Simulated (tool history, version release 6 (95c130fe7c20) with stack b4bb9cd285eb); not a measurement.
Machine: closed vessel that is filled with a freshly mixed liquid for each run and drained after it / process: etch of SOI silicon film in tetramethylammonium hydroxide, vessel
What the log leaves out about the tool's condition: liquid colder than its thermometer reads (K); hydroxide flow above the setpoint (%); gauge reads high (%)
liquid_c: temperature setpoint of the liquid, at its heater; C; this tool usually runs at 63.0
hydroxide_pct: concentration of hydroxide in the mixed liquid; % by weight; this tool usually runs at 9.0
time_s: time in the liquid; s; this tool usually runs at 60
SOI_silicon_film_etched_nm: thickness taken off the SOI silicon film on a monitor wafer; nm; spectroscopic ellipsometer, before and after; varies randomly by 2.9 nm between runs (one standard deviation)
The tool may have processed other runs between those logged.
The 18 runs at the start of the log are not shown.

run,day,liquid_c,hydroxide_pct,time_s,wafers since the last listed run,hours since the thermometer was replaced,hours since the hydroxide flow meter was replaced,hours since the gauge calibration,"read-back film thickness of the SOI silicon film reference wafer, read on the same gauge (nm)",SOI_silicon_film_etched_nm
19,9.712,65.0,10.5,90,1546,81.8,1697.1,246.5,100.02,458.52
20,10.229,63.0,10.0,60,1359,94.2,1709.5,258.9,100.01,279.50
# day 10.238: gauge calibrated
21,10.508,67.5,6.5,70,734,100.9,1716.2,6.5,99.99,495.35
22,11.171,63.0,11.5,60,1743,116.8,1732.1,22.4,100.00,264.30
23,11.692,55.5,9.0,75,1370,129.3,1744.6,34.9,100.02,226.23
# day 11.808: hydroxide flow meter replaced
24,12.408,63.0,9.0,60,1776,146.5,14.4,52.1,100.00,286.13
25,12.979,63.0,9.0,60,1502,160.2,28.1,65.8,100.02,289.97
26,13.642,70.5,8.0,40,1743,176.1,44.0,81.7,100.02,317.39
27,14.338,60.0,7.5,60,1831,192.8,60.7,98.4,100.00,248.13
28,14.700,67.0,10.0,85,954,201.5,69.4,107.1,99.99,498.82
29,15.383,63.0,9.0,60,1798,217.9,85.8,123.5,100.01,287.38
30,15.888,63.0,9.0,60,1326,230.0,97.9,135.6,100.01,283.14

4 options for the next run, each taken on its own from the tool as it stands now. Forecast them:
A,15.917,63.0,9.0,60,76,230.7,98.6,136.3,?,?
B,15.917,59.0,10.5,85,76,230.7,98.6,136.3,?,?
C,15.917,71.0,8.0,60,76,230.7,98.6,136.3,?,?
D,15.917,65.0,9.0,60,76,230.7,98.6,136.3,?,?

run,"read-back film thickness of the SOI silicon film reference wafer, read on the same gauge (nm)",SOI_silicon_film_etched_nm
A,100.01,280.91
B,100.01,292.63
C,100.01,472.83
D,100.01,317.49
Without the tool's unlogged condition, the same runs would have read:
run,SOI_silicon_film_etched_nm
A,299.98
B,313.14
C,503.39
D,338.77
